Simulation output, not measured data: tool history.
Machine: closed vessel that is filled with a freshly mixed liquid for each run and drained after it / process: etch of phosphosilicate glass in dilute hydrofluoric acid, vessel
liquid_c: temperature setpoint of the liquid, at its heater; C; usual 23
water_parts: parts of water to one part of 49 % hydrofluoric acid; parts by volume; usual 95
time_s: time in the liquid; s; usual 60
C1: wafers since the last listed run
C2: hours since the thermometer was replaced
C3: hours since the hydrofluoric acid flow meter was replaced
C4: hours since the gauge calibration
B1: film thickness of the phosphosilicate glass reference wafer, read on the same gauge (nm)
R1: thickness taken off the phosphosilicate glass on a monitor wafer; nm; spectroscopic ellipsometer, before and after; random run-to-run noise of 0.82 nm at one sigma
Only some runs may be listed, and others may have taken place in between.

run 1 hour=0 | liquid_c=23 water_parts=95 time_s=60 | C1=0 C2=517.6 C3=152.9 C4=332.3 | B1=29.98 | R1=129.19
run 2 hour=10.6 | liquid_c=23 water_parts=95 time_s=60 | C1=1072 C2=528.2 C3=163.5 C4=342.9 | B1=29.98 | R1=128.57
run 3 hour=18.9 | liquid_c=23 water_parts=95 time_s=60 | C1=839 C2=536.5 C3=171.8 C4=351.2 | B1=30.01 | R1=127.63
run 4 hour=26.9 | liquid_c=23 water_parts=95 time_s=60 | C1=809 C2=544.5 C3=179.8 C4=359.2 | B1=30.01 | R1=129.09
run 5 hour=42.9 | liquid_c=23 water_parts=95 time_s=60 | C1=1618 C2=560.5 C3=195.8 C4=375.2 | B1=29.99 | R1=129.56
run 6 hour=94.1 | liquid_c=23 water_parts=95 time_s=60 | C1=5180 C2=611.7 C3=247 C4=426.4 | B1=29.96 | R1=131.24
run 7 hour=107.4 | liquid_c=23 water_parts=95 time_s=60 | C1=1345 C2=625 C3=260.3 C4=439.7 | B1=30 | R1=132.33
run 8 hour=122.3 | liquid_c=23 water_parts=95 time_s=60 | C1=1507 C2=639.9 C3=275.2 C4=454.6 | B1=30.03 | R1=133.23
run 9 hour=138.7 | liquid_c=23 water_parts=95 time_s=60 | C1=1659 C2=656.3 C3=291.6 C4=471 | B1=29.96 | R1=132.84
-- hour=139.6 gauge calibrated
-- hour=142.7 thermometer replaced
run 10 hour=147.9 | liquid_c=23 water_parts=95 time_s=45 | C1=829 C2=5.2 C3=300.8 C4=8.3 | B1=30.03 | R1=99.54
run 11 hour=154 | liquid_c=23 water_parts=95 time_s=60 | C1=617 C2=11.3 C3=306.9 C4=14.4 | B1=30.01 | R1=133.8
run 12 hour=168.2 | liquid_c=21.5 water_parts=95 time_s=50 | C1=1436 C2=25.5 C3=321.1 C4=28.6 | B1=30.02 | R1=104.49
run 13 hour=179.8 | liquid_c=21.5 water_parts=95 time_s=50 | C1=1173 C2=37.1 C3=332.7 C4=40.2 | B1=30 | R1=104.43
run 14 hour=195.2 | liquid_c=23 water_parts=95 time_s=60 | C1=1558 C2=52.5 C3=348.1 C4=55.6 | B1=30 | R1=132.96
run 15 hour=208.3 | liquid_c=27 water_parts=135 time_s=35 | C1=1325 C2=65.6 C3=361.2 C4=68.7 | B1=29.96 | R1=61.6
run 16 hour=216.7 | liquid_c=23 water_parts=95 time_s=60 | C1=849 C2=74 C3=369.6 C4=77.1 | B1=30.03 | R1=134.07
run 17 hour=229.8 | liquid_c=23 water_parts=110 time_s=90 | C1=1325 C2=87.1 C3=382.7 C4=90.2 | B1=29.99 | R1=172.53
run 18 hour=246.9 | liquid_c=26 water_parts=95 time_s=50 | C1=1730 C2=104.2 C3=399.8 C4=107.3 | B1=30.02 | R1=127.13
run 19 hour=256.2 | liquid_c=23 water_parts=95 time_s=60 | C1=940 C2=113.5 C3=409.1 C4=116.6 | B1=30.05 | R1=135.95
run 20 hour=264.3 | liquid_c=19.5 water_parts=95 time_s=35 | C1=819 C2=121.6 C3=417.2 C4=124.7 | B1=30.03 | R1=68.65
run 21 hour=276.1 | liquid_c=26.5 water_parts=110 time_s=30 | C1=1193 C2=133.4 C3=429 C4=136.5 | B1=29.98 | R1=66.47
-- hour=309.3 hydrofluoric acid flow meter replaced
run 22 hour=315.4 | liquid_c=27 water_parts=135 time_s=35 | C1=3875 C2=172.7 C3=6.1 C4=175.8 | B1=29.98 | R1=56.3
run 23 hour=321.9 | liquid_c=21 water_parts=95 time_s=60 | C1=657 C2=179.2 C3=12.6 C4=182.3 | B1=30.01 | R1=116.18
run 24 hour=333.3 | liquid_c=23 water_parts=95 time_s=60 | C1=1153 C2=190.6 C3=24 C4=193.7 | B1=30.01 | R1=125.09
run 25 hour=342.9 | liquid_c=20.5 water_parts=55 time_s=80 | C1=971 C2=200.2 C3=33.6 C4=203.3 | B1=30.03 | R1=275.35
run 26 hour=360.5 | liquid_c=28 water_parts=125 time_s=40 | C1=1780 C2=217.8 C3=51.2 C4=220.9 | B1=30.03 | R1=74.97
run 27 hour=371.3 | liquid_c=26 water_parts=95 time_s=60 | C1=1092 C2=228.6 C3=62 C4=231.7 | B1=29.98 | R1=143.23
run 28 hour=379.1 | liquid_c=20 water_parts=80 time_s=85 | C1=789 C2=236.4 C3=69.8 C4=239.5 | B1=30.03 | R1=193.24
run 29 hour=394.2 | liquid_c=18 water_parts=140 time_s=80 | C1=1527 C2=251.5 C3=84.9 C4=254.6 | B1=29.99 | R1=89.51

What if the next run were any one of these 5? Each begins from the tool's condition after run 29:
run A hour=394.9 | liquid_c=23 water_parts=95 time_s=60 | C1=70 C2=252.2 C3=85.6 C4=255.3 | B1=? | R1=?
run B hour=394.9 | liquid_c=23 water_parts=45 time_s=60 | C1=70 C2=252.2 C3=85.6 C4=255.3 | B1=? | R1=?
run C hour=394.9 | liquid_c=21.5 water_parts=125 time_s=45 | C1=70 C2=252.2 C3=85.6 C4=255.3 | B1=? | R1=?
run D hour=394.9 | liquid_c=23 water_parts=95 time_s=35 | C1=70 C2=252.2 C3=85.6 C4=255.3 | B1=? | R1=?
run E hour=394.9 | liquid_c=23 water_parts=125 time_s=60 | C1=70 C2=252.2 C3=85.6 C4=255.3 | B1=? | R1=?

run=A B1=29.97 R1=127.53
run=B B1=29.97 R1=286.35
run=C B1=29.97 R1=66.15
run=D B1=29.97 R1=74.39
run=E B1=29.97 R1=93.6
Without the tool's unlogged condition, the same runs would have read:
run=A R1=124.45
run=B R1=279.76
run=C R1=64.52
run=D R1=72.6
run=E R1=91.29

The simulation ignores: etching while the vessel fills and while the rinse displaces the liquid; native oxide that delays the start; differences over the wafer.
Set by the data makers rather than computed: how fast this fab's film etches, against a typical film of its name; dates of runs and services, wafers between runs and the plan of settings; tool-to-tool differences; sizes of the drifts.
